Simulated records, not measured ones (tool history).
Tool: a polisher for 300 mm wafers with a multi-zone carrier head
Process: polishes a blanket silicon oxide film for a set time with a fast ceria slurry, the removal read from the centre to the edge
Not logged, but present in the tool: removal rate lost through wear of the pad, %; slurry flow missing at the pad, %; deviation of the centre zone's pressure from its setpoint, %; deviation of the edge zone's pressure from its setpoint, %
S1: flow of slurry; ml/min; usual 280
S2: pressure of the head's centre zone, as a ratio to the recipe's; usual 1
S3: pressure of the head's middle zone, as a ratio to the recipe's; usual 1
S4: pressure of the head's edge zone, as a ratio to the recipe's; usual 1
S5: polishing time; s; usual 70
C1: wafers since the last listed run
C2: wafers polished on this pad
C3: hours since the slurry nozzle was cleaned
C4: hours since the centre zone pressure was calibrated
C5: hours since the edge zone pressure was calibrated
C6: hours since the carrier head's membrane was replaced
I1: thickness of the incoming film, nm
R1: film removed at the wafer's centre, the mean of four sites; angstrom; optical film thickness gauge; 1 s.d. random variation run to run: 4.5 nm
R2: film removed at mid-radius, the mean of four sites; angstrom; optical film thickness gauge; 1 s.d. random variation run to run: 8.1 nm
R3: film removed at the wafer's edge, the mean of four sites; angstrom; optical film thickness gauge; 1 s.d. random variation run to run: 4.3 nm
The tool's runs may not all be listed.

run     day   S1    S2    S3    S4  S5   C1   C2     C3      C4      C5      C6      I1    R1    R2    R3
  1       0  315     1     1     1  70    0  582   52.1  1230.6    1304   875.9    1802  5562  5653  5632
  2   0.892  280     1     1     1  51  178  760   73.5    1252  1325.4   897.3  1796.2  3963  3969  4093
      1.679  -- worn pad replaced by a new one
  3   2.075  280     1     1     1  51  203   79  101.9  1280.4  1353.8   925.7  1803.6  4047  4142  4053
  4   2.875  280     1     1     1  70  160  239  121.1  1299.6    1373   944.9  1769.3  5559  5495  5544
  5   4.354  335     1     1     1  76  296  535  156.6  1335.1  1408.5   980.4  1814.2  5984  6101  6037
  6   5.038  335     1     1     1  76  136  672    173  1351.5  1424.9   996.8  1821.9  6043  6129  6175
      5.762  -- worn pad replaced by a new one
  7   6.529  280     1     1     1  70  265  153  208.8  1387.3  1460.7  1032.6  1830.2  5346  5268  5427
  8   7.583  280     1     1     1  70  211  364  234.1  1412.6    1486  1057.9    1811  5320  5236  5395
        8.9  -- edge zone pressure recalibrated
  9   8.921  280     1     1     1  70  251  615  266.2  1444.7     0.5    1090  1826.2  5343  5276  5399
 10   9.692  280     1     1     1  70  154  770  284.7  1463.2      19  1108.5  1789.3  5217  5258  5366
     10.025  -- carrier head's membrane replaced by a new one
     10.446  -- worn pad replaced by a new one
 11  10.654  280     1     1     1  57  117   41  307.8  1486.3    42.1    15.1  1788.1  4255  4223  4315
 12  11.296  280     1     1     1  70  128  170  323.2  1501.7    57.5    30.5  1813.8  5129  5178  5320
     11.704  -- slurry nozzle cleaned
     12.121  -- centre zone pressure recalibrated
 13  12.142  280     1     1     1  70  144  314   10.5     0.5    77.8    50.8  1814.2  5557  5643  5614
 14  13.021  280     1     1     1  90  176  491   31.6    21.6    98.9    71.9  1811.2  7145  7158  7085
 15  14.325  185   0.9     1  0.89  53  261  752   62.9    52.9   130.2   103.2  1802.7  3500  3933  3906
     14.567  -- worn pad replaced by a new one
 16  15.667  280  1.11     1   0.9  87  235  220   95.1    85.1   162.4   135.4  1790.1  7697  6840  6600
 17  16.417  305  1.11   1.1     1  70  150  370  113.1   103.1   180.4   153.4  1766.6  6258  6253  5628
 18  17.721  280  1.09     1     1  70  261  631  144.4   134.4   211.7   184.7  1772.7  5906  5500  5619
 19  18.471  280     1  1.06  1.09  70  150  781  162.4   152.4   229.7   202.7  1813.7  5468  5808  5629
     18.917  -- worn pad replaced by a new one
 20  19.558  280     1     1  0.91  70  184  128  188.5   178.5   255.8   228.8  1781.7  5398  5463  5385
 21  20.338  220     1     1     1  70  156  284  207.2   197.2   274.5   247.5  1791.4  5177  5139  5309
 22  21.121  280     1     1  0.97  70  156  441    226     216   293.3   266.3  1819.6  5291  5324  5345

Hidden state at the last listed run before each entry between runs and at the first one after, where it differs:
After run 2, before run 3: worn pad replaced by a new one (day 1.679)
  slurry flow missing at the pad, %: 9.1 -> 12.4
  measured less the result without the state, R1: -51 -> -74 angstrom; R2: -46 -> -69 angstrom; R3: -35 -> -51 angstrom
After run 6, before run 7: worn pad replaced by a new one (day 5.762)
  slurry flow missing at the pad, %: 20.8 -> 25
  measured less the result without the state, R1: -172 -> -238 angstrom; R2: -158 -> -211 angstrom; R3: -121 -> -162 angstrom
After run 8, before run 9: edge zone pressure recalibrated (day 8.9)
  slurry flow missing at the pad, %: 28 -> 31.7
  measured less the result without the state, R1: -278 -> -340 angstrom; R2: -246 -> -300 angstrom; R3: -189 -> -228 angstrom
After run 10, before run 11: carrier head's membrane replaced by a new one (day 10.025); worn pad replaced by a new one (day 10.446)
  slurry flow missing at the pad, %: 33.9 -> 36.6
  measured less the result without the state, R1: -369 -> -343 angstrom; R2: -334 -> -305 angstrom; R3: -251 -> -229 angstrom
After run 12, before run 13: slurry nozzle cleaned (day 11.704); centre zone pressure recalibrated (day 12.121)
  slurry flow missing at the pad, %: 38.4 -> 1.42
  measured less the result without the state, R1: -451 -> -10 angstrom; R2: -407 -> -9 angstrom; R3: -307 -> -7 angstrom
After run 15, before run 16: worn pad replaced by a new one (day 14.567)
  slurry flow missing at the pad, %: 7.58 -> 11.4
  measured less the result without the state, R1: -59 -> -127 angstrom; R2: -59 -> -102 angstrom; R3: -42 -> -74 angstrom
After run 19, before run 20: worn pad replaced by a new one (day 18.917)
  slurry flow missing at the pad, %: 19.3 -> 22.3
  measured less the result without the state, R1: -172 -> -205 angstrom; R2: -164 -> -188 angstrom; R3: -120 -> -139 angstrom
